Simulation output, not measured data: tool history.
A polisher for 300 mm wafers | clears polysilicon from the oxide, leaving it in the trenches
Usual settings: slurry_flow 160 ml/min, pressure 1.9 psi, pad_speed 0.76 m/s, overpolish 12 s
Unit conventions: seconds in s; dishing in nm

run,hour,slurry_flow,pressure,pad_speed,overpolish,"incoming thickness of the incoming film, nm",seconds,dishing
1,0.0,160,1.9,0.92,12,509.6,66.9,43.2
2,6.5,160,1.9,0.92,12,506.3,65.2,43.5
3,17.2,160,1.9,0.92,12,497.1,65.3,44.4
4,23.3,160,1.9,0.76,12,507.4,80.3,41.7
5,40.0,160,1.9,0.76,12,515.4,81.9,41.4
6,54.9,160,1.9,0.76,12,506.8,80.0,42.4
# hour 69.0: worn pad replaced by a new one
7,69.5,160,1.9,0.76,12,504.6,79.8,40.5
8,81.2,160,1.9,0.76,12,512.3,80.0,41.6
# hour 91.7: head pressure recalibrated
9,92.2,145,1.9,0.84,16,508.4,74.5,46.6
10,100.9,160,2.2,0.60,5,498.1,88.4,23.8
# hour 107.7: slurry nozzle cleaned
11,112.3,160,2.5,0.64,6,500.8,74.8,31.2
12,121.8,160,2.6,0.76,17,505.5,60.2,49.2
13,127.8,190,1.2,0.76,12,506.6,113.7,34.6
14,141.4,160,1.9,0.76,12,498.4,79.3,42.5
15,157.4,210,1.9,0.76,12,504.2,76.4,42.0
16,171.7,120,2.4,0.76,12,496.2,67.7,44.1
17,178.5,195,2.4,0.76,8,500.5,63.1,38.6

List, for all runs, the conditions of the tool that the log does not record:
removal rate lost through wear of the pad, %: 0, the same for each run
slurry flow missing at the pad, %: 0, the same for each run
deviation of the head's pressure from its setpoint, %: 0, the same for each run
